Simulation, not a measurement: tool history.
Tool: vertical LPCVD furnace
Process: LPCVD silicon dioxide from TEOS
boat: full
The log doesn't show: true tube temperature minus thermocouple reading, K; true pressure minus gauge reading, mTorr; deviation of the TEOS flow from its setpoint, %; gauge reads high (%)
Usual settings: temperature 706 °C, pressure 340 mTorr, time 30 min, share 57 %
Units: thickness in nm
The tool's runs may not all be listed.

| run | hour | temperature | pressure | time | share | wafers since the last listed run | hours since the last temperature calibration | hours since the pressure gauge was zeroed | hours since the TEOS flow controller was replaced | hours since the gauge calibration | read-back reference wafer on the same gauge, thickness | thickness |
|---|---|---|---|---|---|---|---|---|---|---|---|---|
| 1 | 0 | 706 | 300 | 30 | 57 | 0 | 4311.2 | 1269.3 | 3995.5 | 271.1 | 194.11 | 246.42 |
| 2 | 78.1 | 706 | 370 | 22.5 | 57 | 818 | 4389.3 | 1347.4 | 4073.6 | 349.2 | 193.97 | 208.33 |
| 3 | 144.2 | 706 | 340 | 38 | 57 | 692 | 4455.4 | 1413.5 | 4139.7 | 415.3 | 193.94 | 329.72 |
| 4 | 209.3 | 706 | 340 | 30 | 57 | 682 | 4520.5 | 1478.6 | 4204.8 | 480.4 | 194.31 | 262.52 |
| 5 | 285.3 | 706 | 340 | 30 | 57 | 796 | 4596.5 | 1554.6 | 4280.8 | 556.4 | 193.63 | 261.72 |
| 6 | 346.9 | 706 | 340 | 22.5 | 57 | 645 | 4658.1 | 1616.2 | 4342.4 | 618 | 194.03 | 199.88 |
| 7 | 422 | 698 | 340 | 30 | 48 | 786 | 4733.2 | 1691.3 | 4417.5 | 693.1 | 194.13 | 203.79 |
| 8 | 515.5 | 706 | 340 | 30 | 57 | 979 | 4826.7 | 1784.8 | 4511 | 786.6 | 194.1 | 265.26 |
| 9 | 605.5 | 706 | 340 | 30 | 57 | 943 | 4916.7 | 1874.8 | 4601 | 876.6 | 194.37 | 268.67 |
| 10 | 654.2 | 702 | 340 | 30 | 49 | 510 | 4965.4 | 1923.5 | 4649.7 | 925.3 | 194.03 | 225.79 |
| 11 | 740.8 | 710 | 340 | 30 | 57 | 907 | 5052 | 2010.1 | 4736.3 | 1011.9 | 194.31 | 294.3 |
| 12 | 785.5 | 706 | 365 | 30 | 57 | 468 | 5096.7 | 2054.8 | 4781 | 1056.6 | 193.94 | 280.45 |
| 13 | 823 | 711 | 340 | 30 | 57 | 392 | 5134.2 | 2092.3 | 4818.5 | 1094.1 | 193.94 | 303.48 |
| 14 | 915.6 | 706 | 340 | 30 | 57 | 970 | 5226.8 | 2184.9 | 4911.1 | 1186.7 | 194.07 | 268.91 |
| 15 | 1005 | 702 | 340 | 30 | 57 | 936 | 5316.2 | 2274.3 | 5000.5 | 1276.1 | 193.92 | 246.94 |
|  | 1274.1 | pressure gauge zeroed |
|  | 1287.9 | thermocouples replaced and temperature profile calibrated |
| 16 | 1288.4 | 706 | 340 | 30 | 57 | 2573 | 0.5 | 14.3 | 5283.9 | 1559.5 | 194.19 | 242.81 |
| 17 | 1439.9 | 706 | 340 | 30 | 57 | 1587 | 152 | 165.8 | 5435.4 | 1711 | 194.32 | 243.84 |
|  | 1455.4 | gauge calibrated |
|  | 1466.2 | TEOS flow controller replaced |
| 18 | 1540.8 | 715 | 305 | 19.5 | 63 | 805 | 252.9 | 266.7 | 74.6 | 85.4 | 194.13 | 193.89 |
| 19 | 1594.3 | 706 | 340 | 38 | 57 | 560 | 306.4 | 320.2 | 128.1 | 138.9 | 194.08 | 309.99 |
| 20 | 1639 | 714 | 310 | 33.5 | 46 | 468 | 351.1 | 364.9 | 172.8 | 183.6 | 194.15 | 280.76 |
| 21 | 1738.3 | 714 | 275 | 36 | 54 | 1040 | 450.4 | 464.2 | 272.1 | 282.9 | 193.64 | 309.18 |
| 22 | 1824.6 | 713 | 375 | 41.5 | 62 | 904 | 536.7 | 550.5 | 358.4 | 369.2 | 193.93 | 440.76 |
| 23 | 1883.2 | 718 | 340 | 30 | 51 | 614 | 595.3 | 609.1 | 417 | 427.8 | 194.2 | 305.79 |
| 24 | 1975.4 | 706 | 340 | 30 | 57 | 966 | 687.5 | 701.3 | 509.2 | 520 | 194.51 | 245.26 |
| 25 | 2064.2 | 706 | 340 | 30 | 57 | 930 | 776.3 | 790.1 | 598 | 608.8 | 193.71 | 241.38 |
| 26 | 2140 | 706 | 340 | 30 | 57 | 794 | 852.1 | 865.9 | 673.8 | 684.6 | 193.91 | 242.2 |
| 27 | 2199 | 713 | 395 | 26 | 66 | 618 | 911.1 | 924.9 | 732.8 | 743.6 | 194.41 | 288.25 |
| 28 | 2270.3 | 706 | 340 | 30 | 57 | 747 | 982.4 | 996.2 | 804.1 | 814.9 | 194.05 | 243.83 |

Run 29 comes next. What will it give?
| 29 | 2339 | 710 | 385 | 25.5 | 52 | 719 | 1051.1 | 1064.9 | 872.8 | 883.6 | ? | ? |

{"run 29": {"read-back reference wafer on the same gauge, thickness": 193.97, "thickness": 232.08}}
Without the tool's hidden state the same run would have given thickness 229.8 nm.

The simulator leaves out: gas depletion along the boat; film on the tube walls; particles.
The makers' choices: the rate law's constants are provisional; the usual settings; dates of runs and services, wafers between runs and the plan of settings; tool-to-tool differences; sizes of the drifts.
